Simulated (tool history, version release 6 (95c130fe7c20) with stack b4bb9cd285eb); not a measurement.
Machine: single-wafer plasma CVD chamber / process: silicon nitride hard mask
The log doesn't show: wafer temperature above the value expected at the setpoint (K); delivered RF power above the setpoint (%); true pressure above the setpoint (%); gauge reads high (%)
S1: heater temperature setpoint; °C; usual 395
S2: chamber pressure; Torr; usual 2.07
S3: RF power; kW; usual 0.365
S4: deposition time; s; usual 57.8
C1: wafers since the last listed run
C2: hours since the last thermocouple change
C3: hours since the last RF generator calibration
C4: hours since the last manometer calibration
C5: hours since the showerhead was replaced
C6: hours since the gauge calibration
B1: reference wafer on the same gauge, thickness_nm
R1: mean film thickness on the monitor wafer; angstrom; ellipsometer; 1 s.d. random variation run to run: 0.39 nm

Run 1, hour 0: usual settings but S1 404 °C; C1 0; C2 2262.6; C3 810.2; C4 1200.2; C5 4340.3; C6 1157.9; B1 96.29. Result: R1 853.17 angstrom.
At hour 73.6: showerhead replaced.
Run 2, hour 99.9: usual settings but S1 404 °C; C1 1342; C2 2362.5; C3 910.1; C4 1300.1; C5 26.3; C6 1257.8; B1 96.187. Result: R1 855.78 angstrom.
Run 3, hour 137.8: usual settings; C1 553; C2 2400.4; C3 948; C4 1338; C5 64.2; C6 1295.7; B1 96.311. Result: R1 844.78 angstrom.
Run 4, hour 198.6: usual settings; C1 888; C2 2461.2; C3 1008.8; C4 1398.8; C5 125; C6 1356.5; B1 96.304. Result: R1 851.06 angstrom.
Run 5, hour 296.9: usual settings; C1 1435; C2 2559.5; C3 1107.1; C4 1497.1; C5 223.3; C6 1454.8; B1 96.176. Result: R1 848.49 angstrom.
Run 6, hour 335.9: usual settings; C1 569; C2 2598.5; C3 1146.1; C4 1536.1; C5 262.3; C6 1493.8; B1 96.46. Result: R1 853.56 angstrom.
Run 7, hour 410.8: usual settings; C1 1093; C2 2673.4; C3 1221; C4 1611; C5 337.2; C6 1568.7; B1 96.164. Result: R1 846.13 angstrom.
At hour 492.4: capacitance manometer re-zeroed and calibrated.
At hour 493: thermocouple changed; heater temperature recalibrated.
Run 8, hour 493.5: usual settings; C1 1081; C2 0.5; C3 1303.7; C4 1.1; C5 419.9; C6 1651.4; B1 96.195. Result: R1 858.07 angstrom.
Run 9, hour 700.9: usual settings; C1 3029; C2 207.9; C3 1511.1; C4 208.5; C5 627.3; C6 1858.8; B1 96.087. Result: R1 848.77 angstrom.
Run 10, hour 738.2: usual settings but S1 404 °C, S3 0.34 kW; C1 544; C2 245.2; C3 1548.4; C4 245.8; C5 664.6; C6 1896.1; B1 96.312. Result: R1 819.78 angstrom.
Run 11, hour 776.9: usual settings but S3 0.3 kW, S4 53.8 s; C1 565; C2 283.9; C3 1587.1; C4 284.5; C5 703.3; C6 1934.8; B1 96.224. Result: R1 724.55 angstrom.
Run 12, hour 838.1: usual settings; C1 893; C2 345.1; C3 1648.3; C4 345.7; C5 764.5; C6 1996; B1 96.114. Result: R1 850.9 angstrom.
Run 13, hour 939.2: usual settings but S2 1.73 Torr; C1 1476; C2 446.2; C3 1749.4; C4 446.8; C5 865.6; C6 2097.1; B1 96.18. Result: R1 800.91 angstrom.
Run 14, hour 1039.8: usual settings but S3 0.4 kW; C1 1469; C2 546.8; C3 1850; C4 547.4; C5 966.2; C6 2197.7; B1 96.179. Result: R1 880.15 angstrom.
Run 15, hour 1083.4: usual settings; C1 636; C2 590.4; C3 1893.6; C4 591; C5 1009.8; C6 2241.3; B1 96.17. Result: R1 846.31 angstrom.
Run 16, hour 1130.7: usual settings but S2 1.63 Torr; C1 690; C2 637.7; C3 1940.9; C4 638.3; C5 1057.1; C6 2288.6; B1 96.234. Result: R1 790.39 angstrom.
At hour 1172.7: gauge calibrated.
Run 17, hour 1241.7: usual settings but S2 2.24 Torr; C1 1621; C2 748.7; C3 2051.9; C4 749.3; C5 1168.1; C6 69; B1 96.254. Result: R1 871.45 angstrom.
Run 18, hour 1290.4: usual settings but S1 407 °C, S2 2.36 Torr, S3 0.345 kW, S4 63.6 s; C1 711; C2 797.4; C3 2100.6; C4 798; C5 1216.8; C6 117.7; B1 96.22. Result: R1 938.43 angstrom.
Run 19, hour 1463.4: usual settings; C1 2526; C2 970.4; C3 2273.6; C4 971; C5 1389.8; C6 290.7; B1 96.028. Result: R1 850.78 angstrom.
At hour 1513.4: RF generator calibrated.
Run 20, hour 1537.3: usual settings but S2 2.54 Torr, S3 0.31 kW; C1 962; C2 1044.3; C3 23.9; C4 1044.9; C5 1463.7; C6 364.6; B1 96.299. Result: R1 857.06 angstrom.
Run 21, hour 1583.9: usual settings; C1 680; C2 1090.9; C3 70.5; C4 1091.5; C5 1510.3; C6 411.2; B1 96.1. Result: R1 876.93 angstrom.
Run 22, hour 1641.5: usual settings but S2 1.59 Torr; C1 841; C2 1148.5; C3 128.1; C4 1149.1; C5 1567.9; C6 468.8; B1 96.178. Result: R1 803.46 angstrom.
Run 23, hour 1735.5: usual settings; C1 1372; C2 1242.5; C3 222.1; C4 1243.1; C5 1661.9; C6 562.8; B1 96.179. Result: R1 864.94 angstrom.
Run 24, hour 1774.8: usual settings; C1 573; C2 1281.8; C3 261.4; C4 1282.4; C5 1701.2; C6 602.1; B1 96.318. Result: R1 863.72 angstrom.
Run 25, hour 1873.8: usual settings but S2 1.89 Torr; C1 1445; C2 1380.8; C3 360.4; C4 1381.4; C5 1800.2; C6 701.1; B1 96.214. Result: R1 837.97 angstrom.
Run 26, hour 1986.2: usual settings but S1 410 °C, S3 0.41 kW, S4 53.9 s; C1 1641; C2 1493.2; C3 472.8; C4 1493.8; C5 1912.6; C6 813.5; B1 96.116. Result: R1 839.79 angstrom.
At hour 2056.3: capacitance manometer re-zeroed and calibrated.
Run 27, hour 2292: usual settings but S1 405 °C, S4 67.3 s; C1 4349; C2 1799; C3 778.6; C4 235.7; C5 2218.4; C6 1119.3; B1 96.244. Result: R1 983.24 angstrom.
Run 28, hour 2387.1: usual settings but S1 409 °C, S2 2.29 Torr, S3 0.395 kW, S4 64.2 s; C1 1388; C2 1894.1; C3 873.7; C4 330.8; C5 2313.5; C6 1214.4; B1 96.068. Result: R1 1004.25 angstrom.
Run 29, hour 2426.1: usual settings but S1 402 °C, S2 1.57 Torr, S3 0.325 kW, S4 48.8 s; C1 569; C2 1933.1; C3 912.7; C4 369.8; C5 2352.5; C6 1253.4; B1 96.163. Result: R1 623.8 angstrom.

Consider 3 possible next runs. They are alternatives, not a sequence: every one starts from the tool as it was left by run 29. What does each give?
Run A, hour 2426.5: usual settings; C1 5; C2 1933.5; C3 913.1; C4 370.2; C5 2352.9; C6 1253.8; B1 ?. Result: R1 ?.
Run B, hour 2426.5: usual settings but S1 407 °C, S2 2.34 Torr, S3 0.41 kW; C1 5; C2 1933.5; C3 913.1; C4 370.2; C5 2352.9; C6 1253.8; B1 ?. Result: R1 ?.
Run C, hour 2426.5: usual settings but S1 402 °C, S3 0.345 kW; C1 5; C2 1933.5; C3 913.1; C4 370.2; C5 2352.9; C6 1253.8; B1 ?. Result: R1 ?.

run      B1      R1
  A  96.236   856.3
  B  96.236  931.79
  C  96.236  832.08
Had the tool no hidden state, the same runs would have come out as:
run      R1
  A  885.18
  B  962.27
  C  860.14

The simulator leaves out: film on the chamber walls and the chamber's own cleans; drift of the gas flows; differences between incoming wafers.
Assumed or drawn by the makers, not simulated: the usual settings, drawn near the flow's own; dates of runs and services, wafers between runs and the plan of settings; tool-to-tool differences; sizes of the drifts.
